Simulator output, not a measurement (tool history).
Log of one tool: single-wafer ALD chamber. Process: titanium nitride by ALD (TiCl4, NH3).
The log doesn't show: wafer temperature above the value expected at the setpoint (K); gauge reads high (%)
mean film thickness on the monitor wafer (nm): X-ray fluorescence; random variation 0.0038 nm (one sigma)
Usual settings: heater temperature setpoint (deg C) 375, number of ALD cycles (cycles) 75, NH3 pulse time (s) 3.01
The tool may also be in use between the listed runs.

run   hour  heater temperature setpoint (deg C)  number of ALD cycles (cycles)  NH3 pulse time (s)  wafers since the last listed run  hours since the last thermocouple change  hours since the showerhead was replaced  hours since the gauge calibration  read-back reference wafer on the same gauge, thickness_nm  mean film thickness on the monitor wafer (nm)
  1      0                                  380                             86                3.01                                 0                                    1590.9                                   6126.7                              350.9                                                       1.52                                          1.756
  2   15.7                                  380                             86                3.01                                36                                    1606.6                                   6142.4                              366.6                                                       1.52                                           1.75
  3   44.8                                  375                             75                3.01                                67                                    1635.7                                   6171.5                              395.7                                                      1.521                                          1.519
  4   79.2                                  375                             75                3.01                                79                                    1670.1                                   6205.9                              430.1                                                       1.52                                          1.528
  5  106.1                                  375                             75                3.01                                62                                      1697                                   6232.8                                457                                                      1.519                                          1.528
  6  128.8                                  375                             75                3.01                                52                                    1719.7                                   6255.5                              479.7                                                       1.52                                          1.525
  7  153.8                                  375                             75                3.01                                57                                    1744.7                                   6280.5                              504.7                                                       1.52                                          1.526
  8  188.2                                  386                             81                3.01                                79                                    1779.1                                   6314.9                              539.1                                                      1.519                                          1.662
  9  208.3                                  386                             81                3.01                                46                                    1799.2                                     6335                              559.2                                                      1.521                                          1.659
 10  223.7                                  375                             75                3.01                                35                                    1814.6                                   6350.4                              574.6                                                      1.519                                          1.519
 11  238.2                                  375                             75                3.01                                33                                    1829.1                                   6364.9                              589.1                                                       1.52                                          1.521
     256.1  -- gauge calibrated
 12  258.4                                  375                             75                3.01                                46                                    1849.3                                   6385.1                                2.3                                                       1.52                                          1.529
 13  290.1                                  375                             75                2.54                                73                                      1881                                   6416.8                                 34                                                      1.521                                          1.508
     298.2  -- thermocouple changed; heater temperature recalibrated
 14  306.2                                  371                             85                3.01                                18                                         8                                   6432.9                               50.1                                                       1.52                                          1.723
 15  337.7                                  371                             85                3.01                                72                                      39.5                                   6464.4                               81.6                                                      1.521                                          1.727
 16  355.5                                  386                             75                2.26                                41                                      57.3                                   6482.2                               99.4                                                       1.52                                          1.508
 17  372.2                                  375                             75                2.41                                38                                        74                                   6498.9                              116.1                                                      1.519                                          1.508
 18  398.4                                  390                             70                2.09                                60                                     100.2                                   6525.1                              142.3                                                       1.52                                           1.41
 19  425.8                                  375                             75                3.01                                63                                     127.6                                   6552.5                              169.7                                                       1.52                                           1.53
     448.2  -- showerhead replaced
 20  453.1                                  390                             81                3.49                                44                                     154.9                                      4.9                                197                                                      1.521                                          1.677
 21  467.8                                  375                             75                2.54                                33                                     169.6                                     19.6                              211.7                                                       1.52                                          1.513
 22  499.8                                  385                             60                2.17                                73                                     201.6                                     51.6                              243.7                                                      1.521                                            1.2
 23  535.4                                  375                             71                3.51                                82                                     237.2                                     87.2                              279.3                                                      1.519                                           1.46
 24  553.8                                  375                             85                3.97                                42                                     255.6                                    105.6                              297.7                                                      1.519                                          1.759
 25  572.2                                  365                             66                3.94                                42                                       274                                      124                              316.1                                                       1.52                                          1.356
 26  596.6                                  383                             61                3.01                                56                                     298.4                                    148.4                              340.5                                                       1.52                                          1.242
 27  617.5                                  375                             75                2.52                                48                                     319.3                                    169.3                              361.4                                                      1.519                                          1.514
 28  647.6                                  375                             75                3.01                                69                                     349.4                                    199.4                              391.5                                                       1.52                                          1.534
 29  681.3                                  375                             75                3.01                                77                                     383.1                                    233.1                              425.2                                                      1.519                                          1.528
 30  699.9                                  368                             68                1.81                                42                                     401.7                                    251.7                              443.8                                                      1.519                                           1.31
 31  714.4                                  390                             81                3.01                                33                                     416.2                                    266.2                              458.3                                                      1.521                                          1.664
 32  743.2                                  386                             75                 3.6                                66                                       445                                      295                              487.1                                                      1.519                                           1.55
 33  756.2                                  384                             75                3.01                                30                                       458                                      308                              500.1                                                       1.52                                          1.536

Forecast each of these 3 alternatives for the next run:
  A  756.8                                  375                             75                3.01                                 1                                     458.6                                    308.6                              500.7                                                          ?                                              ?
  B  756.8                                  388                             84                3.01                                 1                                     458.6                                    308.6                              500.7                                                          ?                                              ?
  C  756.8                                  381                             70                3.01                                 1                                     458.6                                    308.6                              500.7                                                          ?                                              ?

run  read-back reference wafer on the same gauge, thickness_nm  mean film thickness on the monitor wafer (nm)
  A                                                       1.52                                          1.523
  B                                                       1.52                                          1.716
  C                                                       1.52                                          1.425
Without the tool's hidden state the same runs would have given:
run  mean film thickness on the monitor wafer (nm)
  A                                          1.523
  B                                          1.716
  C                                          1.425
